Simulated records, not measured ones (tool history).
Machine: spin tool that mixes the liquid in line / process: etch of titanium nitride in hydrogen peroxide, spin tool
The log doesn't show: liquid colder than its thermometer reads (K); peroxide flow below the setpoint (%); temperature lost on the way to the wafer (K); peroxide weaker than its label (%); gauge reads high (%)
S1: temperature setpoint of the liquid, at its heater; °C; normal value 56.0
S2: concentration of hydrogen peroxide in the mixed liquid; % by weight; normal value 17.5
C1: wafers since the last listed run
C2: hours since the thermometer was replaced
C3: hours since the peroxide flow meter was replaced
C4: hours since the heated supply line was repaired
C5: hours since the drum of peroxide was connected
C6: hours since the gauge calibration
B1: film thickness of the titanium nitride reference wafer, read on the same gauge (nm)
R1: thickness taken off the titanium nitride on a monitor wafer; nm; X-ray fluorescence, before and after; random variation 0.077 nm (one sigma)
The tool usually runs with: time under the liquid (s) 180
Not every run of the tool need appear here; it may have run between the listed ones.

run 1 hour=0.0 | S1=56.0 S2=17.5 time_under_the_liquid_(s)=180 | C1=0 C2=240.8 C3=1244.9 C4=2249.4 C5=102.3 C6=66.8 | B1=99.98 | R1=16.15
run 2 hour=34.7 | S1=56.0 S2=17.5 time_under_the_liquid_(s)=180 | C1=235 C2=275.5 C3=1279.6 C4=2284.1 C5=137.0 C6=101.5 | B1=100.03 | R1=16.23
run 3 hour=70.6 | S1=56.0 S2=17.5 time_under_the_liquid_(s)=180 | C1=243 C2=311.4 C3=1315.5 C4=2320.0 C5=172.9 C6=137.4 | B1=100.01 | R1=16.30
run 4 hour=116.9 | S1=56.0 S2=17.5 time_under_the_liquid_(s)=180 | C1=313 C2=357.7 C3=1361.8 C4=2366.3 C5=219.2 C6=183.7 | B1=100.00 | R1=16.16
run 5 hour=159.5 | S1=56.0 S2=17.5 time_under_the_liquid_(s)=180 | C1=288 C2=400.3 C3=1404.4 C4=2408.9 C5=261.8 C6=226.3 | B1=100.01 | R1=16.19
run 6 hour=220.8 | S1=56.0 S2=17.5 time_under_the_liquid_(s)=125 | C1=415 C2=461.6 C3=1465.7 C4=2470.2 C5=323.1 C6=287.6 | B1=100.01 | R1=11.16
run 7 hour=250.9 | S1=56.0 S2=17.5 time_under_the_liquid_(s)=125 | C1=204 C2=491.7 C3=1495.8 C4=2500.3 C5=353.2 C6=317.7 | B1=99.99 | R1=11.19
-- hour=267.4 peroxide flow meter replaced
run 8 hour=295.9 | S1=56.0 S2=17.5 time_under_the_liquid_(s)=125 | C1=298 C2=536.7 C3=28.5 C4=2545.3 C5=398.2 C6=362.7 | B1=100.00 | R1=11.20
run 9 hour=334.8 | S1=56.0 S2=17.5 time_under_the_liquid_(s)=180 | C1=263 C2=575.6 C3=67.4 C4=2584.2 C5=437.1 C6=401.6 | B1=100.00 | R1=16.05
run 10 hour=394.3 | S1=56.0 S2=19.0 time_under_the_liquid_(s)=85 | C1=403 C2=635.1 C3=126.9 C4=2643.7 C5=496.6 C6=461.1 | B1=100.02 | R1=7.63
-- hour=424.8 gauge calibrated
run 11 hour=432.9 | S1=50.5 S2=16.0 time_under_the_liquid_(s)=285 | C1=261 C2=673.7 C3=165.5 C4=2682.3 C5=535.2 C6=8.1 | B1=100.01 | R1=16.82
run 12 hour=499.6 | S1=61.5 S2=21.5 time_under_the_liquid_(s)=125 | C1=452 C2=740.4 C3=232.2 C4=2749.0 C5=601.9 C6=74.8 | B1=100.00 | R1=16.85
-- hour=505.4 new drum of peroxide connected
run 13 hour=551.5 | S1=53.5 S2=17.5 time_under_the_liquid_(s)=180 | C1=344 C2=792.3 C3=284.1 C4=2800.9 C5=46.1 C6=126.7 | B1=100.00 | R1=13.25
-- hour=569.5 heated supply line repaired
-- hour=587.2 thermometer replaced
run 14 hour=595.1 | S1=56.0 S2=17.5 time_under_the_liquid_(s)=180 | C1=281 C2=7.9 C3=327.7 C4=25.6 C5=89.7 C6=170.3 | B1=100.00 | R1=16.51
run 15 hour=656.7 | S1=56.0 S2=20.0 time_under_the_liquid_(s)=90 | C1=417 C2=69.5 C3=389.3 C4=87.2 C5=151.3 C6=231.9 | B1=99.99 | R1=8.50
run 16 hour=697.4 | S1=56.0 S2=17.5 time_under_the_liquid_(s)=180 | C1=275 C2=110.2 C3=430.0 C4=127.9 C5=192.0 C6=272.6 | B1=100.02 | R1=16.47
run 17 hour=755.0 | S1=59.0 S2=14.5 time_under_the_liquid_(s)=215 | C1=390 C2=167.8 C3=487.6 C4=185.5 C5=249.6 C6=330.2 | B1=99.99 | R1=23.14
run 18 hour=809.3 | S1=61.5 S2=17.5 time_under_the_liquid_(s)=180 | C1=368 C2=222.1 C3=541.9 C4=239.8 C5=303.9 C6=384.5 | B1=100.01 | R1=23.93

Pick out some run-to-run changes in R1. Of each, how much would a tool without hidden state show as well, from the settings, what came in and chance, and how much is left for the hidden state and any gauge scatter not in both results compared?
Run 10 -> 11: S1 56.0 -> 50.5, S2 19.0 -> 16.0, time under the liquid (s) 85 -> 285, gauge calibrated. R1 +9.19 nm: hidden state -0.36, all else +9.55.
Run 13 -> 14: S1 53.5 -> 56.0, heated supply line repaired, thermometer replaced. R1 +3.26 nm: hidden state +0.56, all else +2.70.

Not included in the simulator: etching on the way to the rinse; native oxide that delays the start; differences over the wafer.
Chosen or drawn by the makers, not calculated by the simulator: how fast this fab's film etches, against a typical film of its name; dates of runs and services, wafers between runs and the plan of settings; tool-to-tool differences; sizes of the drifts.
